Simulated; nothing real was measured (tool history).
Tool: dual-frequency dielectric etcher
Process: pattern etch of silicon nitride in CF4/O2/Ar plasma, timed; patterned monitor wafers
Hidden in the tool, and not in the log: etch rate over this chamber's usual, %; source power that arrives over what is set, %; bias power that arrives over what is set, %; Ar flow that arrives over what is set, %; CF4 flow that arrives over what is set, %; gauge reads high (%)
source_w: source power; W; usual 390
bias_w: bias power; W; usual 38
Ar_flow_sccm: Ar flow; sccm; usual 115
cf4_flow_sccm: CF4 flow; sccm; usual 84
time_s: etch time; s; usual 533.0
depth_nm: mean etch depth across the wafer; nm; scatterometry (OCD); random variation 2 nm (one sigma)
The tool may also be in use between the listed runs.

run,hour,source_w,bias_w,Ar_flow_sccm,cf4_flow_sccm,time_s,wafers since the last listed run,hours since the last wet clean,hours since the last source power generator calibration,hours since the last bias power generator calibration,hours since the last Ar flow controller change,hours since the last CF4 flow controller change,hours since the last upper electrode change,hours since the gauge calibration,"read-back reference wafer on the same gauge, depth_nm",depth_nm
1,0.0,390,38,115,84,533.0,0,122.4,1369.4,3136.4,2713.5,2711.0,4135.6,1798.2,736.5,798.8
2,60.7,390,38,115,84,533.0,147,183.1,1430.1,3197.1,2774.2,2771.7,4196.3,1858.9,737.2,799.3
# hour 107.1: upper electrode replaced
3,134.0,390,38,133,84,533.0,120,256.4,1503.4,3270.4,2847.5,2845.0,26.9,1932.2,736.6,781.1
4,209.4,390,38,115,84,533.0,183,331.8,1578.8,3345.8,2922.9,2920.4,102.3,2007.6,737.2,794.2
5,264.6,390,38,115,84,533.0,134,387.0,1634.0,3401.0,2978.1,2975.6,157.5,2062.8,737.7,792.6
# hour 323.0: source power generator calibrated
6,355.8,390,38,142,66,533.0,212,478.2,32.8,3492.2,3069.3,3066.8,248.7,2154.0,737.0,742.0
# hour 415.7: wet clean of the chamber
7,464.1,420,46,126,84,609.0,205,48.4,141.1,3600.5,3177.6,3175.1,357.0,2262.3,737.3,1021.0
8,561.1,390,43,143,84,430.5,236,145.4,238.1,3697.5,3274.6,3272.1,454.0,2359.3,737.1,645.6
# hour 643.5: Ar flow controller replaced
9,653.6,390,38,115,84,533.0,210,237.9,330.6,3790.0,10.1,3364.6,546.5,2451.8,736.5,792.1
10,746.4,420,46,126,84,609.0,226,330.7,423.4,3882.8,102.9,3457.4,639.3,2544.6,736.7,1010.6
11,835.5,360,38,89,73,533.0,217,419.8,512.5,3971.9,192.0,3546.5,728.4,2633.7,736.7,731.0
# hour 856.7: bias power generator calibrated
# hour 915.5: gauge calibrated
# hour 924.0: wet clean of the chamber
12,935.7,390,38,115,84,600.5,175,11.7,612.7,79.0,292.2,3646.7,828.6,20.2,736.8,902.8
13,982.8,390,46,138,84,533.0,114,58.8,659.8,126.1,339.3,3693.8,875.7,67.3,737.5,816.1
# hour 999.1: CF4 flow controller replaced
14,1076.3,480,38,124,84,533.0,213,152.3,753.3,219.6,432.8,77.2,969.2,160.8,737.0,977.3
15,1367.4,390,38,115,75,686.0,709,443.4,1044.4,510.7,723.9,368.3,1260.3,451.9,736.7,1001.6
16,1421.2,390,41,115,102,677.5,131,497.2,1098.2,564.5,777.7,422.1,1314.1,505.7,737.3,1045.2
# hour 1447.5: wet clean of the chamber
17,1486.1,390,38,115,84,412.0,99,38.6,1163.1,629.4,842.6,487.0,1379.0,570.6,737.3,620.7
18,1585.0,390,38,115,84,533.0,240,137.5,1262.0,728.3,941.5,585.9,1477.9,669.5,736.5,799.8
19,1659.4,300,41,115,84,533.0,181,211.9,1336.4,802.7,1015.9,660.3,1552.3,743.9,737.0,607.3
20,1761.1,290,38,115,84,533.0,247,313.6,1438.1,904.4,1117.6,762.0,1654.0,845.6,737.3,575.6
# hour 1825.5: source power generator calibrated
21,1845.9,390,38,115,84,533.0,196,398.4,20.4,989.2,1202.4,846.8,1738.8,930.4,736.8,792.6

4 ways to go on from here, each from the tool as it stands after run 21. What would each give?
A,1846.5,390,38,115,84,590.0,1,399.0,21.0,989.8,1203.0,847.4,1739.4,931.0,?,?
B,1846.5,390,38,134,84,533.0,1,399.0,21.0,989.8,1203.0,847.4,1739.4,931.0,?,?
C,1846.5,330,38,122,84,533.0,1,399.0,21.0,989.8,1203.0,847.4,1739.4,931.0,?,?
D,1846.5,360,38,95,84,662.0,1,399.0,21.0,989.8,1203.0,847.4,1739.4,931.0,?,?

run,"read-back reference wafer on the same gauge, depth_nm",depth_nm
A,737.4,878.8
B,737.4,779.8
C,737.4,659.4
D,737.4,924.5
Without the tool's hidden state the same runs would have given:
run,depth_nm
A,886.5
B,786.7
C,665.2
D,932.6
